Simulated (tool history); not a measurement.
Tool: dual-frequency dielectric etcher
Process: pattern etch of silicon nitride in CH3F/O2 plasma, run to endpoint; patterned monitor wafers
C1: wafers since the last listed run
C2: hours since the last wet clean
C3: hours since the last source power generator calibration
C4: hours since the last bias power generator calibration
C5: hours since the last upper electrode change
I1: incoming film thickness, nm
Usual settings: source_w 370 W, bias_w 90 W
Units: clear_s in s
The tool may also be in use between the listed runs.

Run 1, hour 0: usual settings but bias_w 108 W; C1 0; C2 149.4; C3 3744; C4 8.7; C5 2349.6; I1 103. Result: clear_s 101.2 s.
Run 2, hour 15.9: usual settings but bias_w 101 W; C1 79; C2 165.3; C3 3759.9; C4 24.6; C5 2365.5; I1 104.1. Result: clear_s 104.4 s.
Run 3, hour 23.2: usual settings but bias_w 101 W; C1 36; C2 172.6; C3 3767.2; C4 31.9; C5 2372.8; I1 102.6. Result: clear_s 103.5 s.
Run 4, hour 33.1: usual settings but bias_w 101 W; C1 49; C2 182.5; C3 3777.1; C4 41.8; C5 2382.7; I1 103.1. Result: clear_s 102.5 s.
Run 5, hour 47.2: usual settings; C1 70; C2 196.6; C3 3791.2; C4 55.9; C5 2396.8; I1 103.8. Result: clear_s 108.4 s.
Run 6, hour 61.6: usual settings; C1 71; C2 211; C3 3805.6; C4 70.3; C5 2411.2; I1 101.6. Result: clear_s 108.4 s.
Run 7, hour 73.4: usual settings; C1 58; C2 222.8; C3 3817.4; C4 82.1; C5 2423; I1 103.4. Result: clear_s 108.4 s.
Run 8, hour 81.5: usual settings; C1 40; C2 230.9; C3 3825.5; C4 90.2; C5 2431.1; I1 103.5. Result: clear_s 107.8 s.
Run 9, hour 99.3: usual settings; C1 88; C2 248.7; C3 3843.3; C4 108; C5 2448.9; I1 103.2. Result: clear_s 108.4 s.
Run 10, hour 112.7: usual settings; C1 66; C2 262.1; C3 3856.7; C4 121.4; C5 2462.3; I1 102.5. Result: clear_s 106.6 s.
Run 11, hour 130.3: usual settings but bias_w 103 W; C1 87; C2 279.7; C3 3874.3; C4 139; C5 2479.9; I1 103.9. Result: clear_s 102.8 s.
Run 12, hour 146: usual settings; C1 78; C2 295.4; C3 3890; C4 154.7; C5 2495.6; I1 103.8. Result: clear_s 106.8 s.
Run 13, hour 160.4: usual settings but source_w 400 W, bias_w 101 W; C1 71; C2 309.8; C3 3904.4; C4 169.1; C5 2510; I1 104.5. Result: clear_s 100.1 s.
Run 14, hour 168.4: usual settings; C1 39; C2 317.8; C3 3912.4; C4 177.1; C5 2518; I1 103. Result: clear_s 106.8 s.
At hour 201.1: wet clean of the chamber.
Run 15, hour 201.6: usual settings but source_w 310 W, bias_w 83 W; C1 45; C2 0.5; C3 3945.6; C4 210.3; C5 2551.2; I1 102. Result: clear_s 120.7 s.
Run 16, hour 202: usual settings but bias_w 100 W; C1 1; C2 0.9; C3 3946; C4 210.7; C5 2551.6; I1 103.4. Result: clear_s 105.4 s.
Run 17, hour 207.7: usual settings; C1 28; C2 6.6; C3 3951.7; C4 216.4; C5 2557.3; I1 103.6. Result: clear_s 109.9 s.
Run 18, hour 215.9: usual settings; C1 40; C2 14.8; C3 3959.9; C4 224.6; C5 2565.5; I1 103.1. Result: clear_s 111.7 s.

Run 19 comes next. What will it give?
Run 19, hour 226.6: usual settings but source_w 440 W, bias_w 100 W; C1 53; C2 25.5; C3 3970.6; C4 235.3; C5 2576.2; I1 103.5. Result: clear_s ?.

{"run 19": {"clear_s": 98.1}}
Without the tool's hidden state the same run would have given clear_s 99 s.
